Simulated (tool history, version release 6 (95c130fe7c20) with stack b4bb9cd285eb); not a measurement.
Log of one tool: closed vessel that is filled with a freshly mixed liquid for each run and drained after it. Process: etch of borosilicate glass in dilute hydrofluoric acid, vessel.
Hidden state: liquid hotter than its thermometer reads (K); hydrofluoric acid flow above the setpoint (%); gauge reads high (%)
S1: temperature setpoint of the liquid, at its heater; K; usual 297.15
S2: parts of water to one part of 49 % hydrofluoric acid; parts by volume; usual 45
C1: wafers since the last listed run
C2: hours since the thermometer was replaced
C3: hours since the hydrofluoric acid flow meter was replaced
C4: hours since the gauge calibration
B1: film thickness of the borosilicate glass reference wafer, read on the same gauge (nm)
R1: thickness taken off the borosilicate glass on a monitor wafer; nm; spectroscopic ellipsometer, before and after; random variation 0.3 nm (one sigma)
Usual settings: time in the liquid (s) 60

{"run": 1, "hour": 0.0, "S1": 297.15, "S2": 45, "time in the liquid (s)": 60, "C1": 0, "C2": 1171.4, "C3": 1385.3, "C4": 1313.3, "B1": 79.98, "R1": 37.75}
{"run": 2, "hour": 49.0, "S1": 297.15, "S2": 45, "time in the liquid (s)": 60, "C1": 3937, "C2": 1220.4, "C3": 1434.3, "C4": 1362.3, "B1": 80.01, "R1": 37.82}
{"run": 3, "hour": 115.9, "S1": 297.15, "S2": 40, "time in the liquid (s)": 60, "C1": 5375, "C2": 1287.3, "C3": 1501.2, "C4": 1429.2, "B1": 80.01, "R1": 42.17}
{"run": 4, "hour": 195.0, "S1": 297.15, "S2": 45, "time in the liquid (s)": 60, "C1": 6355, "C2": 1366.4, "C3": 1580.3, "C4": 1508.3, "B1": 80.01, "R1": 37.22}
{"run": 5, "hour": 234.0, "S1": 297.15, "S2": 30, "time in the liquid (s)": 60, "C1": 3133, "C2": 1405.4, "C3": 1619.3, "C4": 1547.3, "B1": 79.99, "R1": 57}
{"run": 6, "hour": 287.0, "S1": 297.15, "S2": 30, "time in the liquid (s)": 60, "C1": 4258, "C2": 1458.4, "C3": 1672.3, "C4": 1600.3, "B1": 80, "R1": 57.57}
{"run": 7, "hour": 344.1, "S1": 297.15, "S2": 30, "time in the liquid (s)": 60, "C1": 4587, "C2": 1515.5, "C3": 1729.4, "C4": 1657.4, "B1": 79.98, "R1": 58.11}
{"run": 8, "hour": 436.8, "S1": 297.15, "S2": 45, "time in the liquid (s)": 60, "C1": 7448, "C2": 1608.2, "C3": 1822.1, "C4": 1750.1, "B1": 80, "R1": 38.64}
{"run": 9, "hour": 515.5, "S1": 297.15, "S2": 45, "time in the liquid (s)": 60, "C1": 6323, "C2": 1686.9, "C3": 1900.8, "C4": 1828.8, "B1": 80.01, "R1": 38.22}
{"run": 10, "hour": 551.5, "S1": 297.15, "S2": 45, "time in the liquid (s)": 60, "C1": 2892, "C2": 1722.9, "C3": 1936.8, "C4": 1864.8, "B1": 80.01, "R1": 38.46}
{"run": 11, "hour": 614.4, "S1": 294.65, "S2": 50, "time in the liquid (s)": 60, "C1": 5053, "C2": 1785.8, "C3": 1999.7, "C4": 1927.7, "B1": 79.99, "R1": 30.59}
{"run": 12, "hour": 687.2, "S1": 294.65, "S2": 50, "time in the liquid (s)": 60, "C1": 5849, "C2": 1858.6, "C3": 2072.5, "C4": 2000.5, "B1": 79.99, "R1": 31.17}
{"run": 13, "hour": 743.5, "S1": 302.15, "S2": 45, "time in the liquid (s)": 60, "C1": 4523, "C2": 1914.9, "C3": 2128.8, "C4": 2056.8, "B1": 80, "R1": 47.19}
{"hour": 779.4, "done": "thermometer replaced"}
{"run": 14, "hour": 839.1, "S1": 297.15, "S2": 45, "time in the liquid (s)": 60, "C1": 7601, "C2": 59.7, "C3": 2224.4, "C4": 2152.4, "B1": 80, "R1": 36.24}
{"run": 15, "hour": 923.3, "S1": 294.65, "S2": 25, "time in the liquid (s)": 95, "C1": 6765, "C2": 143.9, "C3": 2308.6, "C4": 2236.6, "B1": 80, "R1": 96.47}
{"hour": 950.0, "done": "gauge calibrated"}
{"hour": 957.2, "done": "hydrofluoric acid flow meter replaced"}
{"run": 16, "hour": 962.8, "S1": 297.15, "S2": 45, "time in the liquid (s)": 60, "C1": 3093, "C2": 183.4, "C3": 5.6, "C4": 12.8, "B1": 79.99, "R1": 35.33}
{"run": 17, "hour": 1066.3, "S1": 297.15, "S2": 45, "time in the liquid (s)": 60, "C1": 8316, "C2": 286.9, "C3": 109.1, "C4": 116.3, "B1": 80.01, "R1": 35.1}
{"run": 18, "hour": 1123.1, "S1": 297.15, "S2": 60, "time in the liquid (s)": 60, "C1": 4563, "C2": 343.7, "C3": 165.9, "C4": 173.1, "B1": 80, "R1": 26.46}
{"run": 19, "hour": 1215.9, "S1": 297.15, "S2": 45, "time in the liquid (s)": 60, "C1": 7456, "C2": 436.5, "C3": 258.7, "C4": 265.9, "B1": 80, "R1": 35.81}
{"run": 20, "hour": 1319.4, "S1": 299.65, "S2": 60, "time in the liquid (s)": 90, "C1": 8316, "C2": 540, "C3": 362.2, "C4": 369.4, "B1": 80, "R1": 43.99}
{"run": 21, "hour": 1414.7, "S1": 297.15, "S2": 50, "time in the liquid (s)": 60, "C1": 7657, "C2": 635.3, "C3": 457.5, "C4": 464.7, "B1": 80.01, "R1": 32.69}
{"run": 22, "hour": 1492.2, "S1": 297.15, "S2": 45, "time in the liquid (s)": 45, "C1": 6227, "C2": 712.8, "C3": 535, "C4": 542.2, "B1": 80, "R1": 26.8}
{"run": 23, "hour": 1599.9, "S1": 301.15, "S2": 40, "time in the liquid (s)": 30, "C1": 8653, "C2": 820.5, "C3": 642.7, "C4": 649.9, "B1": 80, "R1": 24.74}
{"run": 24, "hour": 1674.2, "S1": 294.65, "S2": 50, "time in the liquid (s)": 60, "C1": 5969, "C2": 894.8, "C3": 717, "C4": 724.2, "B1": 79.99, "R1": 29.95}
{"run": 25, "hour": 1757.7, "S1": 297.15, "S2": 30, "time in the liquid (s)": 80, "C1": 6709, "C2": 978.3, "C3": 800.5, "C4": 807.7, "B1": 80, "R1": 75.99}
{"run": 26, "hour": 1805.8, "S1": 297.15, "S2": 45, "time in the liquid (s)": 35, "C1": 3864, "C2": 1026.4, "C3": 848.6, "C4": 855.8, "B1": 80.01, "R1": 21.41}
{"run": 27, "hour": 1866.7, "S1": 294.65, "S2": 55, "time in the liquid (s)": 60, "C1": 4893, "C2": 1087.3, "C3": 909.5, "C4": 916.7, "B1": 80, "R1": 27.14}
{"run": 28, "hour": 1924.7, "S1": 292.65, "S2": 45, "time in the liquid (s)": 60, "C1": 4660, "C2": 1145.3, "C3": 967.5, "C4": 974.7, "B1": 79.99, "R1": 30.8}
{"run": 29, "hour": 1998.2, "S1": 297.15, "S2": 45, "time in the liquid (s)": 60, "C1": 5905, "C2": 1218.8, "C3": 1041, "C4": 1048.2, "B1": 80.01, "R1": 37.56}
{"run": 30, "hour": 2088.3, "S1": 297.15, "S2": 65, "time in the liquid (s)": 85, "C1": 7239, "C2": 1308.9, "C3": 1131.1, "C4": 1138.3, "B1": 80.01, "R1": 35.66}
{"run": 31, "hour": 2152.6, "S1": 301.15, "S2": 40, "time in the liquid (s)": 35, "C1": 5166, "C2": 1373.2, "C3": 1195.4, "C4": 1202.6, "B1": 80, "R1": 29.27}
{"run": 32, "hour": 2228.9, "S1": 301.65, "S2": 65, "time in the liquid (s)": 45, "C1": 6130, "C2": 1449.5, "C3": 1271.7, "C4": 1278.9, "B1": 80.01, "R1": 22.96}
{"run": 33, "hour": 2267.1, "S1": 301.65, "S2": 35, "time in the liquid (s)": 30, "C1": 3069, "C2": 1487.7, "C3": 1309.9, "C4": 1317.1, "B1": 79.99, "R1": 29.46}

4 ways to go on from here, each from the tool as it stands after run 33. What would each give?
{"run": "A", "hour": 2267.8, "S1": 299.15, "S2": 45, "time in the liquid (s)": 60, "C1": 56, "C2": 1488.4, "C3": 1310.6, "C4": 1317.8, "B1": "?", "R1": "?"}
{"run": "B", "hour": 2267.8, "S1": 297.15, "S2": 45, "time in the liquid (s)": 80, "C1": 56, "C2": 1488.4, "C3": 1310.6, "C4": 1317.8, "B1": "?", "R1": "?"}
{"run": "C", "hour": 2267.8, "S1": 297.15, "S2": 55, "time in the liquid (s)": 60, "C1": 56, "C2": 1488.4, "C3": 1310.6, "C4": 1317.8, "B1": "?", "R1": "?"}
{"run": "D", "hour": 2267.8, "S1": 295.65, "S2": 45, "time in the liquid (s)": 60, "C1": 56, "C2": 1488.4, "C3": 1310.6, "C4": 1317.8, "B1": "?", "R1": "?"}

run=A B1=79.99 R1=41.58
run=B B1=79.99 R1=51.11
run=C B1=79.99 R1=30.95
run=D B1=79.99 R1=36.04
Without the tool's hidden state the same runs would have given:
run=A R1=38.51
run=B R1=47.31
run=C R1=28.65
run=D R1=33.34
